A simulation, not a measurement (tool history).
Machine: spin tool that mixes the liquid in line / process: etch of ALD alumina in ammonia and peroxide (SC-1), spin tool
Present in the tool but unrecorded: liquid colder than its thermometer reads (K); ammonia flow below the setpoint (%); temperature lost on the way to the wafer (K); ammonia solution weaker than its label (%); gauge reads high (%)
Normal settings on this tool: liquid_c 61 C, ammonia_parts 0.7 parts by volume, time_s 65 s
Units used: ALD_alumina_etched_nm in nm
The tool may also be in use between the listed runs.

run	hour	liquid_c	ammonia_parts	time_s	wafers since the last listed run	hours since the thermometer was replaced	hours since the ammonia flow meter was replaced	hours since the heated supply line was repaired	hours since the drum of ammonia solution was connected	hours since the gauge calibration	read-back film thickness of the ALD alumina reference wafer, read on the same gauge (nm)	ALD_alumina_etched_nm
1	0	64.5	0.45	65	0	1835	1422.1	3155.6	166.2	704.8	40	6.18
2	35.9	61	0.7	65	323	1870.9	1458	3191.5	202.1	740.7	40.01	5.36
3	63.3	61	0.7	65	247	1898.3	1485.4	3218.9	229.5	768.1	40	5.3
4	77.4	61	0.7	65	127	1912.4	1499.5	3233	243.6	782.2	39.99	5.33
5	108.2	61	0.7	65	277	1943.2	1530.3	3263.8	274.4	813	39.98	5.41
6	124	61	0.55	35	142	1959	1546.1	3279.6	290.2	828.8	39.99	2.8
7	154.4	61	0.55	35	274	1989.4	1576.5	3310	320.6	859.2	40.01	2.85
8	177.9	61	0.55	35	212	2012.9	1600	3333.5	344.1	882.7	39.99	2.78
9	214.7	61	0.7	65	332	2049.7	1636.8	3370.3	380.9	919.5	39.99	5.32
10	279.1	61	0.7	65	581	2114.1	1701.2	3434.7	445.3	983.9	40.01	5.45
# hour 295: gauge calibrated
# hour 299.2: ammonia flow meter replaced
11	314.7	61	0.7	65	312	2149.7	15.5	3470.3	480.9	19.7	40.03	5.37
12	326.8	70	0.7	65	109	2161.8	27.6	3482.4	493	31.8	40.01	8.2
13	352.3	53.5	0.6	40	230	2187.3	53.1	3507.9	518.5	57.3	40.02	2.16
14	366.3	61	0.7	65	126	2201.3	67.1	3521.9	532.5	71.3	39.99	5.28
15	395.7	54.5	0.55	80	265	2230.7	96.5	3551.3	561.9	100.7	40	4.51
# hour 403.1: new drum of ammonia solution connected
16	412.8	61	0.6	65	145	2247.8	113.6	3568.4	9.7	117.8	39.98	5.28
# hour 433.4: thermometer replaced
17	443.5	61	0.7	65	268	10.1	144.3	3599.1	40.4	148.5	39.99	5.03
18	472.2	66.5	0.45	25	258	38.8	173	3627.8	69.1	177.2	39.98	2.41
# hour 479.4: heated supply line repaired
19	502.6	61	0.55	65	265	69.2	203.4	23.2	99.5	207.6	40	4.84
20	582.3	68	0.5	65	719	148.9	283.1	102.9	179.2	287.3	39.98	6.84
# hour 600.7: thermometer replaced, repeated, since the last time left the tool worse
21	667.1	68	0.5	65	756	66.4	367.9	187.7	264	372.1	39.99	8
22	694	61	0.7	95	242	93.3	394.8	214.6	290.9	399	40.01	8.46
23	727.8	61	0.7	65	305	127.1	428.6	248.4	324.7	432.8	40.02	5.74
24	762.5	61	0.9	100	313	161.8	463.3	283.1	359.4	467.5	39.98	9.03
25	778.5	61	0.7	45	144	177.8	479.3	299.1	375.4	483.5	40.01	3.98
26	804.8	61	0.55	90	237	204.1	505.6	325.4	401.7	509.8	39.99	7.88

Branching from run 26: 3 alternative next runs. What would each branch give?
A	805.2	61	0.7	65	3	204.5	506	325.8	402.1	510.2	?	?
B	805.2	61	0.7	100	3	204.5	506	325.8	402.1	510.2	?	?
C	805.2	65	0.5	30	3	204.5	506	325.8	402.1	510.2	?	?

run	read-back film thickness of the ALD alumina reference wafer, read on the same gauge (nm)	ALD_alumina_etched_nm
A	39.99	5.8
B	39.99	8.93
C	39.99	3.17
What these runs would have given with no unlogged condition in the tool:
run	ALD_alumina_etched_nm
A	5.88
B	9.04
C	3.21
